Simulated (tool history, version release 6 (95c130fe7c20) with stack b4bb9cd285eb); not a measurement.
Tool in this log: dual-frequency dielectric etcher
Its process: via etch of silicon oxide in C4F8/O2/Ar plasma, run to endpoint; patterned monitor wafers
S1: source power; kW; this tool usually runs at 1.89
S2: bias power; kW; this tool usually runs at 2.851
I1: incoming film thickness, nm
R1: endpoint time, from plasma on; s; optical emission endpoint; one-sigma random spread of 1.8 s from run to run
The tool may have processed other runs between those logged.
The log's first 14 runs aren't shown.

| run | hour | S1 | S2 | I1 | R1 |
|---|---|---|---|---|---|
| 15 | 422 | 1.89 | 2.851 | 1239.4 | 210 |
| 16 | 437.1 | 1.89 | 2.851 | 1239.7 | 205.2 |
| 17 | 459.7 | 1.61 | 2.851 | 1237.8 | 219.1 |
| 18 | 484.5 | 1.48 | 3.176 | 1216.9 | 205.3 |
| 19 | 512.1 | 1.72 | 2.851 | 1241.2 | 213.4 |
| 20 | 529.1 | 1.55 | 2.526 | 1234 | 231.7 |
| 21 | 553.5 | 1.68 | 2.669 | 1237.3 | 219.9 |
| 22 | 582.7 | 1.55 | 2.497 | 1246.2 | 233.8 |
|  | 607.3 | wet clean of the chamber |
| 23 | 612.8 | 1.75 | 3.301 | 1247.9 | 209.4 |
| 24 | 630.6 | 1.48 | 3.176 | 1240.9 | 217.6 |
| 25 | 657.2 | 2.27 | 2.381 | 1237.2 | 225.8 |
| 26 | 737.6 | 2.02 | 2.851 | 1238.7 | 210.7 |
| 27 | 759.2 | 1.46 | 2.851 | 1228.9 | 225.9 |
| 28 | 791 | 1.89 | 2.851 | 1231.3 | 213.8 |
| 29 | 804.5 | 2.25 | 2.362 | 1233.7 | 222.2 |
| 30 | 826.1 | 1.89 | 2.851 | 1233.2 | 209.3 |
| 31 | 844 | 1.89 | 2.851 | 1213.6 | 207.7 |
| 32 | 874.5 | 2.06 | 2.651 | 1238.6 | 212.4 |
| 33 | 898.1 | 2.23 | 3.507 | 1220.4 | 178.6 |
| 34 | 917.3 | 2.35 | 2.161 | 1238.6 | 233.9 |
| 35 | 939 | 1.5 | 2.648 | 1221.1 | 223.9 |
| 36 | 964.6 | 1.89 | 3.35 | 1230.7 | 189 |

Branching from run 36: 3 alternative next runs. What would each branch give?
| A | 965.1 | 1.89 | 2.851 | 1237 | ? |
| B | 965.1 | 2.19 | 3.292 | 1237 | ? |
| C | 965.1 | 1.67 | 3.407 | 1237 | ? |

| run | R1 |
|---|---|
| A | 209 |
| B | 186.8 |
| C | 196.9 |
Stripped of hidden state, with their random variation kept, the same runs would have yielded:
| run | R1 |
|---|---|
| A | 217.7 |
| B | 194.6 |
| C | 205.1 |
